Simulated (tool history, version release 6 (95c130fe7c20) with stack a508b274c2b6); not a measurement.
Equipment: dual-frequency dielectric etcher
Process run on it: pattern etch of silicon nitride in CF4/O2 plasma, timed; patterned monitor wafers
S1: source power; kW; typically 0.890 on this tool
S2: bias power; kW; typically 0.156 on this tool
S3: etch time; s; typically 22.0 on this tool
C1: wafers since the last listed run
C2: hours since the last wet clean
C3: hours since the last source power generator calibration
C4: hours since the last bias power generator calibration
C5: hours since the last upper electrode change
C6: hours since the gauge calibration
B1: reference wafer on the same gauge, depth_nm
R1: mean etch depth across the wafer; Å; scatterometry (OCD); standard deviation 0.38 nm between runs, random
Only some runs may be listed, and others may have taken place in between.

Run 1, hour 0.0: usual settings; C1 0; C2 241.7; C3 2590.8; C4 705.7; C5 3115.4; C6 1650.9; B1 77.7. Result: R1 684 Å.
At hour 60.6: upper electrode replaced.
Run 2, hour 107.9: usual settings but S1 0.960 kW; C1 1085; C2 349.6; C3 2698.7; C4 813.6; C5 47.3; C6 1758.8; B1 77.5. Result: R1 737 Å.
Run 3, hour 174.5: usual settings but S1 0.960 kW; C1 861; C2 416.2; C3 2765.3; C4 880.2; C5 113.9; C6 1825.4; B1 77.5. Result: R1 731 Å.
Run 4, hour 276.5: usual settings but S1 0.960 kW; C1 1319; C2 518.2; C3 2867.3; C4 982.2; C5 215.9; C6 1927.4; B1 77.5. Result: R1 727 Å.
At hour 335.0: wet clean of the chamber.
Run 5, hour 377.0: usual settings but S1 0.780 kW, S3 18.5 s; C1 989; C2 42.0; C3 2967.8; C4 1082.7; C5 316.4; C6 2027.9; B1 77.5. Result: R1 500 Å.
Run 6, hour 463.2: usual settings but S1 0.780 kW, S3 18.5 s; C1 1115; C2 128.2; C3 3054.0; C4 1168.9; C5 402.6; C6 2114.1; B1 77.5. Result: R1 504 Å.
Run 7, hour 565.4: usual settings but S2 0.148 kW, S3 18.0 s; C1 1322; C2 230.4; C3 3156.2; C4 1271.1; C5 504.8; C6 2216.3; B1 77.4. Result: R1 552 Å.
Run 8, hour 612.0: usual settings but S2 0.148 kW, S3 18.0 s; C1 602; C2 277.0; C3 3202.8; C4 1317.7; C5 551.4; C6 2262.9; B1 77.7. Result: R1 547 Å.
At hour 676.4: source power generator calibrated.
Run 9, hour 716.8: usual settings; C1 1304; C2 381.8; C3 40.4; C4 1422.5; C5 656.2; C6 2367.7; B1 77.3. Result: R1 682 Å.
Run 10, hour 786.0: usual settings but S1 0.730 kW, S2 0.186 kW, S3 20.0 s; C1 895; C2 451.0; C3 109.6; C4 1491.7; C5 725.4; C6 2436.9; B1 77.5. Result: R1 538 Å.
Run 11, hour 829.5: usual settings but S1 0.690 kW, S2 0.175 kW, S3 18.5 s; C1 562; C2 494.5; C3 153.1; C4 1535.2; C5 768.9; C6 2480.4; B1 77.5. Result: R1 462 Å.
At hour 1017.1: wet clean of the chamber.
Run 12, hour 1017.6: usual settings but S1 1.090 kW, S2 0.169 kW; C1 2123; C2 0.5; C3 341.2; C4 1723.3; C5 957.0; C6 2668.5; B1 77.6. Result: R1 852 Å.
Run 13, hour 1054.2: usual settings; C1 473; C2 37.1; C3 377.8; C4 1759.9; C5 993.6; C6 2705.1; B1 77.5. Result: R1 679 Å.
Run 14, hour 1119.0: usual settings; C1 838; C2 101.9; C3 442.6; C4 1824.7; C5 1058.4; C6 2769.9; B1 77.6. Result: R1 689 Å.
Run 15, hour 1164.6: usual settings but S1 1.100 kW, S2 0.192 kW, S3 28.0 s; C1 590; C2 147.5; C3 488.2; C4 1870.3; C5 1104.0; C6 2815.5; B1 77.6. Result: R1 1142 Å.
Run 16, hour 1245.2: usual settings but S1 0.780 kW; C1 1042; C2 228.1; C3 568.8; C4 1950.9; C5 1184.6; C6 2896.1; B1 77.5. Result: R1 595 Å.
Run 17, hour 1311.5: usual settings but S1 0.800 kW, S2 0.178 kW, S3 18.5 s; C1 857; C2 294.4; C3 635.1; C4 2017.2; C5 1250.9; C6 2962.4; B1 77.4. Result: R1 540 Å.
At hour 1347.8: gauge calibrated.
Run 18, hour 1359.9: usual settings but S1 1.050 kW, S2 0.175 kW, S3 17.0 s; C1 626; C2 342.8; C3 683.5; C4 2065.6; C5 1299.3; C6 12.1; B1 77.6. Result: R1 638 Å.
Run 19, hour 1399.4: usual settings; C1 511; C2 382.3; C3 723.0; C4 2105.1; C5 1338.8; C6 51.6; B1 77.3. Result: R1 687 Å.
At hour 1410.4: bias power generator calibrated.
Run 20, hour 1481.2: usual settings but S1 0.740 kW, S3 24.5 s; C1 1006; C2 464.1; C3 804.8; C4 70.8; C5 1420.6; C6 133.4; B1 77.4. Result: R1 634 Å.
Run 21, hour 1542.4: usual settings; C1 791; C2 525.3; C3 866.0; C4 132.0; C5 1481.8; C6 194.6; B1 77.5. Result: R1 672 Å.
At hour 1568.4: wet clean of the chamber.
Run 22, hour 1627.1: usual settings but S3 19.0 s; C1 785; C2 58.7; C3 950.7; C4 216.7; C5 1566.5; C6 279.3; B1 77.6. Result: R1 586 Å.
Run 23, hour 1675.8: usual settings but S2 0.140 kW, S3 28.0 s; C1 630; C2 107.4; C3 999.4; C4 265.4; C5 1615.2; C6 328.0; B1 77.6. Result: R1 843 Å.
Run 24, hour 1721.7: usual settings but S1 0.830 kW; C1 593; C2 153.3; C3 1045.3; C4 311.3; C5 1661.1; C6 373.9; B1 77.5. Result: R1 637 Å.
Run 25, hour 1794.9: usual settings but S2 0.139 kW, S3 16.5 s; C1 947; C2 226.5; C3 1118.5; C4 384.5; C5 1734.3; C6 447.1; B1 77.6. Result: R1 496 Å.
Run 26, hour 1884.1: usual settings but S1 1.020 kW, S2 0.179 kW, S3 24.5 s; C1 1154; C2 315.7; C3 1207.7; C4 473.7; C5 1823.5; C6 536.3; B1 77.5. Result: R1 902 Å.
Run 27, hour 1966.0: usual settings but S1 1.010 kW, S2 0.131 kW, S3 27.0 s; C1 1059; C2 397.6; C3 1289.6; C4 555.6; C5 1905.4; C6 618.2; B1 77.4. Result: R1 904 Å.
Run 28, hour 2060.3: usual settings but S1 0.810 kW, S2 0.138 kW; C1 1220; C2 491.9; C3 1383.9; C4 649.9; C5 1999.7; C6 712.5; B1 77.5. Result: R1 598 Å.
At hour 2123.6: wet clean of the chamber.
Run 29, hour 2124.1: usual settings but S3 18.5 s; C1 514; C2 0.5; C3 1447.7; C4 713.7; C5 2063.5; C6 776.3; B1 77.5. Result: R1 571 Å.
Run 30, hour 2200.0: usual settings; C1 982; C2 76.4; C3 1523.6; C4 789.6; C5 2139.4; C6 852.2; B1 77.6. Result: R1 679 Å.

Here are 4 independent what-if runs from the current tool condition. What would each one return?
Run A, hour 2200.4: usual settings but S3 16.5 s; C1 5; C2 76.8; C3 1524.0; C4 790.0; C5 2139.8; C6 852.6; B1 ?. Result: R1 ?.
Run B, hour 2200.4: usual settings but S1 1.020 kW, S2 0.135 kW, S3 28.0 s; C1 5; C2 76.8; C3 1524.0; C4 790.0; C5 2139.8; C6 852.6; B1 ?. Result: R1 ?.
Run C, hour 2200.4: usual settings but S1 0.960 kW, S2 0.185 kW, S3 25.5 s; C1 5; C2 76.8; C3 1524.0; C4 790.0; C5 2139.8; C6 852.6; B1 ?. Result: R1 ?.
Run D, hour 2200.4: usual settings but S1 1.080 kW, S2 0.136 kW, S3 26.0 s; C1 5; C2 76.8; C3 1524.0; C4 790.0; C5 2139.8; C6 852.6; B1 ?. Result: R1 ?.

run    B1   R1
  A  77.4  509
  B  77.4  946
  C  77.4  893
  D  77.4  930
Stripped of hidden state, with their random variation kept, the same runs would have yielded:
run   R1
  A  509
  B  946
  C  893
  D  930
